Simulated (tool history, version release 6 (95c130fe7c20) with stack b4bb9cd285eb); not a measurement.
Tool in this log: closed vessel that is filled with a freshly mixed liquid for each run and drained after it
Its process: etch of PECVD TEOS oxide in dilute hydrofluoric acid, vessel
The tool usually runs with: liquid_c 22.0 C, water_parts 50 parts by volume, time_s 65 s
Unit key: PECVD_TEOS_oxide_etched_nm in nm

run    hour  liquid_c  water_parts  time_s  read-back film thickness of the PECVD TEOS oxide reference wafer, read on the same gauge (nm)  PECVD_TEOS_oxide_etched_nm
  1     0.0      19.5           50      65                                                                                          79.99                       20.76
  2    39.4      19.5           50      65                                                                                          79.99                       20.94
  3   111.3      19.5           50      65                                                                                          79.98                       20.48
  4   166.2      22.0           50      65                                                                                          79.99                       23.38
  5   194.9      22.0           50      65                                                                                          79.98                       23.29
  6   221.3      22.0           50      65                                                                                          79.98                       23.02
  7   263.5      22.0           50      65                                                                                          80.05                       22.86
  8   321.2      22.0           50      65                                                                                          80.01                       23.63
  9   381.2      22.0           50      65                                                                                          79.99                       23.02
 10   532.3      22.0           50      65                                                                                          80.01                       23.26
 11   557.4      22.0           50      65                                                                                          80.01                       23.33
      579.1  -- gauge calibrated
 12   589.9      22.0           50      65                                                                                          80.00                       22.98
 13   653.4      17.0           50      95                                                                                          80.00                       28.43
      696.6  -- hydrofluoric acid flow meter replaced
 14   701.9      17.0           60      65                                                                                          79.97                       15.47
 15   734.8      25.5           40      65                                                                                          80.00                       34.23
 16   760.1      17.0           50      95                                                                                          79.99                       27.90
 17   852.3      22.0           50      65                                                                                          80.00                       23.57
      882.1  -- thermometer replaced
 18   905.9      22.0           50      40                                                                                          80.00                       13.44
 19   958.1      22.0           50      65                                                                                          79.98                       21.54
 20  1110.0      17.0           60      65                                                                                          80.03                       14.95
 21  1151.4      22.0           60      65                                                                                          80.05                       18.20
 22  1180.2      22.0           50      90                                                                                          80.02                       30.89
 23  1243.6      22.0           40      65                                                                                          79.98                       28.09
 24  1314.7      26.0           50      65                                                                                          80.00                       26.23
 25  1368.4      22.0           35      35                                                                                          79.97                       17.42

Consider 3 possible next runs. They are alternatives, not a sequence: every one starts from the tool as it was left by run 25. What does each give?
  A  1369.1      22.0           25      65                                                                                              ?                           ?
  B  1369.1      20.0           70      50                                                                                              ?                           ?
  C  1369.1      17.0           30      65                                                                                              ?                           ?

run  read-back film thickness of the PECVD TEOS oxide reference wafer, read on the same gauge (nm)  PECVD_TEOS_oxide_etched_nm
  A                                                                                          80.02                       45.34
  B                                                                                          80.02                       10.82
  C                                                                                          80.02                       30.26
Take away the tool's hidden state, keep each run's random variation, and the runs would have read:
run  PECVD_TEOS_oxide_etched_nm
  A                       44.17
  B                       10.55
  C                       29.46
